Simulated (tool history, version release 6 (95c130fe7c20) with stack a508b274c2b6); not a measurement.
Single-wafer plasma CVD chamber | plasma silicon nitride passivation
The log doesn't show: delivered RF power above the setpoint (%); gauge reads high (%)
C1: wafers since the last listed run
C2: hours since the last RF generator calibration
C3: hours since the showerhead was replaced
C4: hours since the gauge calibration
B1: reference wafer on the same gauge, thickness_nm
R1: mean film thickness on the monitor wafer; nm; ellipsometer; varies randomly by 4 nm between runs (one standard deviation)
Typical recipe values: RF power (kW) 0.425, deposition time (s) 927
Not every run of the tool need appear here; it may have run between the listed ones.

{"run": 1, "hour": 0.0, "RF power (kW)": 0.425, "deposition time (s)": 927, "C1": 0, "C2": 209.9, "C3": 3125.9, "C4": 1096.6, "B1": 1179.687, "R1": 1334.539}
{"run": 2, "hour": 60.9, "RF power (kW)": 0.425, "deposition time (s)": 927, "C1": 184, "C2": 270.8, "C3": 3186.8, "C4": 1157.5, "B1": 1180.788, "R1": 1341.163}
{"run": 3, "hour": 99.9, "RF power (kW)": 0.425, "deposition time (s)": 927, "C1": 118, "C2": 309.8, "C3": 3225.8, "C4": 1196.5, "B1": 1180.471, "R1": 1333.952}
{"run": 4, "hour": 160.6, "RF power (kW)": 0.425, "deposition time (s)": 927, "C1": 183, "C2": 370.5, "C3": 3286.5, "C4": 1257.2, "B1": 1179.781, "R1": 1335.554}
{"hour": 208.8, "done": "gauge calibrated"}
{"run": 5, "hour": 245.2, "RF power (kW)": 0.425, "deposition time (s)": 927, "C1": 256, "C2": 455.1, "C3": 3371.1, "C4": 36.4, "B1": 1179.492, "R1": 1331.108}
{"run": 6, "hour": 298.0, "RF power (kW)": 0.425, "deposition time (s)": 1061, "C1": 160, "C2": 507.9, "C3": 3423.9, "C4": 89.2, "B1": 1179.569, "R1": 1529.147}
{"run": 7, "hour": 337.9, "RF power (kW)": 0.425, "deposition time (s)": 1061, "C1": 120, "C2": 547.8, "C3": 3463.8, "C4": 129.1, "B1": 1179.685, "R1": 1526.15}
{"run": 8, "hour": 394.1, "RF power (kW)": 0.425, "deposition time (s)": 1061, "C1": 170, "C2": 604, "C3": 3520, "C4": 185.3, "B1": 1180.641, "R1": 1527.878}
{"run": 9, "hour": 457.2, "RF power (kW)": 0.425, "deposition time (s)": 927, "C1": 191, "C2": 667.1, "C3": 3583.1, "C4": 248.4, "B1": 1180.646, "R1": 1331.621}
{"run": 10, "hour": 539.3, "RF power (kW)": 0.425, "deposition time (s)": 927, "C1": 248, "C2": 749.2, "C3": 3665.2, "C4": 330.5, "B1": 1178.79, "R1": 1330.232}
{"run": 11, "hour": 644.9, "RF power (kW)": 0.425, "deposition time (s)": 927, "C1": 320, "C2": 854.8, "C3": 3770.8, "C4": 436.1, "B1": 1179.874, "R1": 1328.628}
{"run": 12, "hour": 746.5, "RF power (kW)": 0.425, "deposition time (s)": 927, "C1": 307, "C2": 956.4, "C3": 3872.4, "C4": 537.7, "B1": 1179.586, "R1": 1328.134}
{"run": 13, "hour": 796.3, "RF power (kW)": 0.425, "deposition time (s)": 927, "C1": 150, "C2": 1006.2, "C3": 3922.2, "C4": 587.5, "B1": 1180.035, "R1": 1327.175}
{"run": 14, "hour": 894.9, "RF power (kW)": 0.425, "deposition time (s)": 927, "C1": 298, "C2": 1104.8, "C3": 4020.8, "C4": 686.1, "B1": 1179.336, "R1": 1333.073}
{"run": 15, "hour": 970.0, "RF power (kW)": 0.385, "deposition time (s)": 927, "C1": 227, "C2": 1179.9, "C3": 4095.9, "C4": 761.2, "B1": 1179.479, "R1": 1280.543}
{"run": 16, "hour": 1059.5, "RF power (kW)": 0.425, "deposition time (s)": 927, "C1": 271, "C2": 1269.4, "C3": 4185.4, "C4": 850.7, "B1": 1179.502, "R1": 1325.628}
{"run": 17, "hour": 1117.6, "RF power (kW)": 0.46, "deposition time (s)": 1106, "C1": 176, "C2": 1327.5, "C3": 4243.5, "C4": 908.8, "B1": 1180.467, "R1": 1617.946}

Estimate the outcome of run 18 from the log above:
{"run": 18, "hour": 1182.8, "RF power (kW)": 0.425, "deposition time (s)": 927, "C1": 197, "C2": 1392.7, "C3": 4308.7, "C4": 974, "B1": "?", "R1": "?"}

{"run 18": {"B1": 1180.91, "R1": 1334.555}}
The same run, on a tool lacking any hidden state, would have yielded R1 1347.719 nm.
